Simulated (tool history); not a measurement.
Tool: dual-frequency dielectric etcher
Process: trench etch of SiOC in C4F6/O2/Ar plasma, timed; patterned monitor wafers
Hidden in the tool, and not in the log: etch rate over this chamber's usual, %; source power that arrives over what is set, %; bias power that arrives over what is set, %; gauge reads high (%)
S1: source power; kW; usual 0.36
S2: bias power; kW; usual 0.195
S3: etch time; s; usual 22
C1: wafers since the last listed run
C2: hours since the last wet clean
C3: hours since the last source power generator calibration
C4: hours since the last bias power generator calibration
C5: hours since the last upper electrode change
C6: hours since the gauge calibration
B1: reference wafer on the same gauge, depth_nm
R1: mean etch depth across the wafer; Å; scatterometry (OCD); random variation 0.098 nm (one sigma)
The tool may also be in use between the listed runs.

run	hour	S1	S2	S3	C1	C2	C3	C4	C5	C6	B1	R1
1	0	0.36	0.195	26.5	0	166.3	659.3	3629.7	2178.3	1121.6	48.26	512
2	46	0.36	0.195	26.5	662	212.3	705.3	3675.7	2224.3	1167.6	48.3	509.9
3	95.3	0.36	0.195	26.5	710	261.6	754.6	3725	2273.6	1216.9	48.29	508.2
4	137.6	0.36	0.195	22	609	303.9	796.9	3767.3	2315.9	1259.2	48.3	423.7
# hour 192: wet clean of the chamber
5	192.5	0.36	0.195	22	445	0.5	851.8	3822.2	2370.8	1314.1	48.28	422.9
6	208.1	0.36	0.195	22	224	16.1	867.4	3837.8	2386.4	1329.7	48.26	424
7	263	0.36	0.195	22	791	71	922.3	3892.7	2441.3	1384.6	48.36	424.1
8	312.2	0.36	0.195	22	708	120.2	971.5	3941.9	2490.5	1433.8	48.27	422.4
9	338.4	0.36	0.195	22	377	146.4	997.7	3968.1	2516.7	1460	48.32	424.5
10	370.3	0.36	0.195	22	459	178.3	1029.6	4000	2548.6	1491.9	48.3	423.1
# hour 488.2: gauge calibrated
# hour 497.1: upper electrode replaced
# hour 573.7: wet clean of the chamber
11	574.2	0.36	0.195	22	2246	0.5	1233.5	4203.9	77.1	86	48.27	422.7
12	653.3	0.39	0.195	25	1139	79.6	1312.6	4283	156.2	165.1	48.31	489.9
# hour 668.7: bias power generator calibrated
13	717	0.32	0.179	20	860	143.3	1376.3	48.3	219.9	228.8	48.28	357.5
14	786.5	0.4	0.176	24	1001	212.8	1445.8	117.8	289.4	298.3	48.31	458.4
15	817.8	0.28	0.183	17.5	451	244.1	1477.1	149.1	320.7	329.6	48.32	302.5
16	878.1	0.3	0.177	16.5	868	304.4	1537.4	209.4	381	389.9	48.29	287
# hour 907.2: wet clean of the chamber
17	948.1	0.41	0.195	22	662	40.9	1607.4	279.4	451	459.9	48.29	436.5
18	1013.7	0.36	0.195	22	945	106.5	1673	345	516.6	525.5	48.34	419.2
19	1051.8	0.36	0.195	22	549	144.6	1711.1	383.1	554.7	563.6	48.28	417.3
# hour 1073.3: source power generator calibrated
20	1115.6	0.28	0.221	26	861	208.4	42.3	446.9	618.5	627.4	48.33	484.9
# hour 1266.2: wet clean of the chamber
21	1331.1	0.36	0.195	22	2759	64.9	257.8	662.4	834	842.9	48.32	423
22	1398.4	0.36	0.168	19	969	132.2	325.1	729.7	901.3	910.2	48.26	347.4

Hidden state or all else? Some run-to-run changes of R1, split into what the settings, what came in and random variation would give without the hidden state, and what is left for the hidden state (with any gauge scatter that isn't in both results):
Run 14 -> 15: S1 0.4 -> 0.28, S2 0.176 -> 0.183, S3 24 -> 17.5. R1 -155.9 Å: hidden state +1.3, all else -157.2.
Run 16 -> 17: S1 0.3 -> 0.41, S2 0.177 -> 0.195, S3 16.5 -> 22, wet clean of the chamber. R1 +149.5 Å: hidden state -1.8, all else +151.3.
Run 19 -> 20: S1 0.36 -> 0.28, S2 0.195 -> 0.221, S3 22 -> 26, source power generator calibrated. R1 +67.6 Å: hidden state +4.1, all else +63.5.

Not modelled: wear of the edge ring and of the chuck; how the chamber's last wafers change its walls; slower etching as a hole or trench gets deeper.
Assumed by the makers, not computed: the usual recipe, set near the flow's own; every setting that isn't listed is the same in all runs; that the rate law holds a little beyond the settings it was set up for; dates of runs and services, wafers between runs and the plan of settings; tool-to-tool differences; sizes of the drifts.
